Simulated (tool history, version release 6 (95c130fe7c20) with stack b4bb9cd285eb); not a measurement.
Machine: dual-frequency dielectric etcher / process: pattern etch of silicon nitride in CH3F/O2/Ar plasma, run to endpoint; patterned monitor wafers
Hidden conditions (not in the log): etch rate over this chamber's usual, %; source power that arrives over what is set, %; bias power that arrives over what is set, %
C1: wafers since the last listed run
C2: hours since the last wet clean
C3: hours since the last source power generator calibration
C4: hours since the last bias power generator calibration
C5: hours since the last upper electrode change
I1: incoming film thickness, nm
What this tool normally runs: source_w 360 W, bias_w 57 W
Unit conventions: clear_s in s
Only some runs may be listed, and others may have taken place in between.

{"run": 1, "day": 0.0, "source_w": 360, "bias_w": 57, "C1": 0, "C2": 377.1, "C3": 1715.7, "C4": 4903.6, "C5": 2609.2, "I1": 36.56, "clear_s": 57.2}
{"run": 2, "day": 0.321, "source_w": 430, "bias_w": 57, "C1": 118, "C2": 384.8, "C3": 1723.4, "C4": 4911.3, "C5": 2616.9, "I1": 36.76, "clear_s": 52.6}
{"run": 3, "day": 0.65, "source_w": 430, "bias_w": 57, "C1": 121, "C2": 392.7, "C3": 1731.3, "C4": 4919.2, "C5": 2624.8, "I1": 36.53, "clear_s": 53.7}
{"run": 4, "day": 1.304, "source_w": 430, "bias_w": 57, "C1": 241, "C2": 408.4, "C3": 1747, "C4": 4934.9, "C5": 2640.5, "I1": 36.81, "clear_s": 53.5}
{"run": 5, "day": 1.975, "source_w": 360, "bias_w": 61, "C1": 248, "C2": 424.5, "C3": 1763.1, "C4": 4951, "C5": 2656.6, "I1": 36.7, "clear_s": 56.8}
{"run": 6, "day": 2.433, "source_w": 360, "bias_w": 57, "C1": 169, "C2": 435.5, "C3": 1774.1, "C4": 4962, "C5": 2667.6, "I1": 36.59, "clear_s": 57.1}
{"run": 7, "day": 2.85, "source_w": 360, "bias_w": 57, "C1": 154, "C2": 445.5, "C3": 1784.1, "C4": 4972, "C5": 2677.6, "I1": 36.46, "clear_s": 57.4}
{"run": 8, "day": 3.129, "source_w": 360, "bias_w": 57, "C1": 103, "C2": 452.2, "C3": 1790.8, "C4": 4978.7, "C5": 2684.3, "I1": 36.52, "clear_s": 57.6}
{"day": 4.321, "done": "upper electrode replaced"}
{"run": 9, "day": 4.342, "source_w": 360, "bias_w": 46, "C1": 78, "C2": 481.3, "C3": 1819.9, "C4": 5007.8, "C5": 0.5, "I1": 36.91, "clear_s": 62.3}
{"run": 10, "day": 4.354, "source_w": 360, "bias_w": 46, "C1": 4, "C2": 481.6, "C3": 1820.2, "C4": 5008.1, "C5": 0.8, "I1": 37.15, "clear_s": 63.4}
{"run": 11, "day": 4.371, "source_w": 360, "bias_w": 46, "C1": 6, "C2": 482, "C3": 1820.6, "C4": 5008.5, "C5": 1.2, "I1": 36.69, "clear_s": 61.9}
{"run": 12, "day": 4.525, "source_w": 360, "bias_w": 57, "C1": 56, "C2": 485.7, "C3": 1824.3, "C4": 5012.2, "C5": 4.9, "I1": 36.67, "clear_s": 57.4}
{"run": 13, "day": 4.779, "source_w": 360, "bias_w": 57, "C1": 93, "C2": 491.8, "C3": 1830.4, "C4": 5018.3, "C5": 11, "I1": 36.7, "clear_s": 57.4}
{"run": 14, "day": 5.292, "source_w": 360, "bias_w": 48, "C1": 189, "C2": 504.1, "C3": 1842.7, "C4": 5030.6, "C5": 23.3, "I1": 36.91, "clear_s": 60.9}
{"day": 6.596, "done": "wet clean of the chamber"}
{"run": 15, "day": 6.617, "source_w": 360, "bias_w": 57, "C1": 120, "C2": 0.5, "C3": 1874.5, "C4": 5062.4, "C5": 55.1, "I1": 36.74, "clear_s": 57.1}
{"run": 16, "day": 6.633, "source_w": 430, "bias_w": 57, "C1": 6, "C2": 0.9, "C3": 1874.9, "C4": 5062.8, "C5": 55.5, "I1": 37.2, "clear_s": 53.9}
{"run": 17, "day": 6.846, "source_w": 280, "bias_w": 70, "C1": 78, "C2": 6, "C3": 1880, "C4": 5067.9, "C5": 60.6, "I1": 36.73, "clear_s": 59.2}
{"run": 18, "day": 7.546, "source_w": 310, "bias_w": 66, "C1": 258, "C2": 22.8, "C3": 1896.8, "C4": 5084.7, "C5": 77.4, "I1": 36.69, "clear_s": 58.9}
{"day": 8.067, "done": "bias power generator calibrated"}
{"run": 19, "day": 8.088, "source_w": 440, "bias_w": 67, "C1": 138, "C2": 35.8, "C3": 1909.8, "C4": 0.5, "C5": 90.4, "I1": 36.96, "clear_s": 50.3}
{"run": 20, "day": 8.342, "source_w": 360, "bias_w": 50, "C1": 93, "C2": 41.9, "C3": 1915.9, "C4": 6.6, "C5": 96.5, "I1": 36.84, "clear_s": 61.1}
{"day": 8.642, "done": "source power generator calibrated"}
{"run": 21, "day": 8.954, "source_w": 410, "bias_w": 57, "C1": 164, "C2": 56.6, "C3": 7.5, "C4": 21.3, "C5": 111.2, "I1": 36.63, "clear_s": 54.5}
{"run": 22, "day": 9.338, "source_w": 360, "bias_w": 62, "C1": 141, "C2": 65.8, "C3": 16.7, "C4": 30.5, "C5": 120.4, "I1": 36.73, "clear_s": 55.5}
{"run": 23, "day": 9.879, "source_w": 390, "bias_w": 67, "C1": 200, "C2": 78.8, "C3": 29.7, "C4": 43.5, "C5": 133.4, "I1": 36.62, "clear_s": 52.7}
{"run": 24, "day": 10.275, "source_w": 290, "bias_w": 69, "C1": 146, "C2": 88.3, "C3": 39.2, "C4": 53, "C5": 142.9, "I1": 36.31, "clear_s": 57.8}
{"run": 25, "day": 11.0, "source_w": 360, "bias_w": 63, "C1": 268, "C2": 105.7, "C3": 56.6, "C4": 70.4, "C5": 160.3, "I1": 36.72, "clear_s": 56.1}
{"run": 26, "day": 11.321, "source_w": 360, "bias_w": 52, "C1": 118, "C2": 113.4, "C3": 64.3, "C4": 78.1, "C5": 168, "I1": 36.67, "clear_s": 59}

The tool's hidden state at each run:
etch rate over this chamber's usual, %: 0 on each run
source power that arrives over what is set, %: 0 on each run
bias power that arrives over what is set, %: 0 on each run

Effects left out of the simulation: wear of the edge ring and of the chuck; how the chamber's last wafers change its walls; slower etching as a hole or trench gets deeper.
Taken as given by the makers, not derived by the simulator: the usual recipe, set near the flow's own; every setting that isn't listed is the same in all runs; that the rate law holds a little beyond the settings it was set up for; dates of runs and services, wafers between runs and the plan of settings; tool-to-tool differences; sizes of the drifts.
